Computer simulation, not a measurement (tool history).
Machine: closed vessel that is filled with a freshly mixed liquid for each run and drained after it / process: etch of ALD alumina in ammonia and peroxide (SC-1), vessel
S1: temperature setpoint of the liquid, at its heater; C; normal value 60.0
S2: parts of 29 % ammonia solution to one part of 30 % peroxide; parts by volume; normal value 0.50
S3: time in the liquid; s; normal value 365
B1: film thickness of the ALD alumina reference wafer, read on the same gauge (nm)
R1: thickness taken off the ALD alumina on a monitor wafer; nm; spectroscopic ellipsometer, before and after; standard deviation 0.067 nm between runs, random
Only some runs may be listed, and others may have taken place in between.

{"run": 1, "day": 0.0, "S1": 60.0, "S2": 0.5, "S3": 365, "B1": 80.02, "R1": 27.11}
{"run": 2, "day": 2.596, "S1": 60.0, "S2": 0.5, "S3": 365, "B1": 79.99, "R1": 27.01}
{"run": 3, "day": 5.958, "S1": 60.0, "S2": 0.5, "S3": 365, "B1": 79.99, "R1": 26.99}
{"run": 4, "day": 9.404, "S1": 60.0, "S2": 0.5, "S3": 365, "B1": 79.96, "R1": 27.0}
{"run": 5, "day": 11.629, "S1": 60.0, "S2": 0.5, "S3": 240, "B1": 80.01, "R1": 17.79}
{"run": 6, "day": 13.242, "S1": 60.0, "S2": 0.5, "S3": 240, "B1": 79.97, "R1": 17.78}
{"run": 7, "day": 17.512, "S1": 60.0, "S2": 0.5, "S3": 240, "B1": 80.01, "R1": 17.72}
{"run": 8, "day": 20.304, "S1": 60.0, "S2": 0.6, "S3": 500, "B1": 79.97, "R1": 37.56}
{"run": 9, "day": 23.612, "S1": 60.0, "S2": 0.6, "S3": 500, "B1": 79.97, "R1": 37.5}
{"day": 27.95, "done": "new drum of ammonia solution connected"}
{"day": 29.238, "done": "gauge calibrated"}
{"day": 31.883, "done": "ammonia flow meter replaced"}
{"run": 10, "day": 33.871, "S1": 60.0, "S2": 0.6, "S3": 500, "B1": 80.01, "R1": 37.08}
{"run": 11, "day": 37.112, "S1": 60.0, "S2": 0.5, "S3": 365, "B1": 80.01, "R1": 26.7}
{"run": 12, "day": 39.162, "S1": 60.0, "S2": 0.5, "S3": 365, "B1": 79.99, "R1": 26.72}
{"run": 13, "day": 40.871, "S1": 60.0, "S2": 0.5, "S3": 365, "B1": 79.99, "R1": 26.78}
{"run": 14, "day": 43.854, "S1": 60.0, "S2": 0.5, "S3": 365, "B1": 80.01, "R1": 26.6}
{"day": 46.338, "done": "thermometer replaced"}
{"run": 15, "day": 48.296, "S1": 68.5, "S2": 0.5, "S3": 180, "B1": 79.98, "R1": 20.85}
{"run": 16, "day": 52.275, "S1": 50.0, "S2": 0.35, "S3": 365, "B1": 79.96, "R1": 15.66}
{"run": 17, "day": 55.654, "S1": 53.0, "S2": 0.5, "S3": 480, "B1": 80.04, "R1": 25.02}
{"run": 18, "day": 57.529, "S1": 60.0, "S2": 0.65, "S3": 160, "B1": 80.01, "R1": 12.35}
{"run": 19, "day": 60.483, "S1": 64.0, "S2": 0.7, "S3": 265, "B1": 80.0, "R1": 25.13}
{"day": 61.983, "done": "new drum of ammonia solution connected"}
{"run": 20, "day": 62.538, "S1": 60.0, "S2": 0.65, "S3": 230, "B1": 80.02, "R1": 17.73}
{"run": 21, "day": 66.642, "S1": 60.0, "S2": 0.5, "S3": 365, "B1": 80.0, "R1": 27.3}
{"run": 22, "day": 68.575, "S1": 60.0, "S2": 0.5, "S3": 435, "B1": 80.0, "R1": 32.66}
{"run": 23, "day": 72.612, "S1": 60.0, "S2": 0.5, "S3": 365, "B1": 79.98, "R1": 27.51}
{"run": 24, "day": 76.7, "S1": 60.0, "S2": 0.35, "S3": 365, "B1": 79.99, "R1": 26.44}
{"run": 25, "day": 80.996, "S1": 60.0, "S2": 0.55, "S3": 365, "B1": 80.0, "R1": 27.65}
{"run": 26, "day": 83.95, "S1": 60.0, "S2": 0.5, "S3": 365, "B1": 80.02, "R1": 27.29}
{"run": 27, "day": 87.108, "S1": 60.0, "S2": 0.65, "S3": 430, "B1": 79.97, "R1": 33.23}

3 options for the next run, each taken on its own from the tool as it stands now. Forecast them:
{"run": "A", "day": 87.142, "S1": 60.0, "S2": 0.5, "S3": 520, "B1": "?", "R1": "?"}
{"run": "B", "day": 87.142, "S1": 69.5, "S2": 0.65, "S3": 290, "B1": "?", "R1": "?"}
{"run": "C", "day": 87.142, "S1": 54.0, "S2": 0.7, "S3": 365, "B1": "?", "R1": "?"}

run=A B1=79.97 R1=38.99
run=B B1=79.97 R1=35.78
run=C B1=79.97 R1=20.62
Without the tool's hidden state the same runs would have given:
run=A R1=39.18
run=B R1=35.93
run=C R1=20.73
